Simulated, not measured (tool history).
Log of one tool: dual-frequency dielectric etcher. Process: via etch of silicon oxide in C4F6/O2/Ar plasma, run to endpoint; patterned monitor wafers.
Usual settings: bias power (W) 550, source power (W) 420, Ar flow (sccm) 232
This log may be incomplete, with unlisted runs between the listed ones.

run,hour,bias power (W),source power (W),Ar flow (sccm),"incoming incoming film thickness, nm",endpoint time (s)
1,0.0,497,350,232,112.6,24.0
# hour 17.9: bias power generator calibrated
2,52.5,497,350,232,113.9,24.0
# hour 85.1: wet clean of the chamber
3,100.0,550,420,253,114.0,23.8
4,163.6,590,420,232,112.7,22.7
5,199.3,550,420,232,114.3,23.4
6,247.3,449,370,200,114.6,25.3
7,283.7,550,420,232,114.1,23.4
8,330.6,416,320,276,113.9,27.0
9,369.9,493,450,287,113.0,23.8
10,433.2,550,420,232,114.2,23.2
11,471.3,550,420,182,113.4,22.4
# hour 541.7: wet clean of the chamber
12,542.2,550,420,232,112.4,23.9
13,592.3,550,360,232,114.0,24.8
14,624.0,550,420,232,113.3,23.7
15,656.1,606,420,204,113.7,22.8
16,690.3,550,420,271,113.5,23.9
17,735.0,550,450,232,113.0,23.2
18,776.1,426,520,191,113.1,23.0
19,885.8,621,340,203,113.1,23.0
20,955.7,604,420,203,113.8,22.3
# hour 1013.5: wet clean of the chamber
21,1014.0,550,420,232,113.3,23.7
22,1048.2,550,420,232,113.7,23.8
23,1102.5,550,380,232,113.4,24.0

Run 24 is up next; what results do you expect?
24,1170.6,495,470,232,113.2,?

Run 24 measured endpoint time (s) 23.3.
Take away the tool's hidden state, keep the run-to-run variation as it was, and the same run would have given endpoint time (s) 23.7.

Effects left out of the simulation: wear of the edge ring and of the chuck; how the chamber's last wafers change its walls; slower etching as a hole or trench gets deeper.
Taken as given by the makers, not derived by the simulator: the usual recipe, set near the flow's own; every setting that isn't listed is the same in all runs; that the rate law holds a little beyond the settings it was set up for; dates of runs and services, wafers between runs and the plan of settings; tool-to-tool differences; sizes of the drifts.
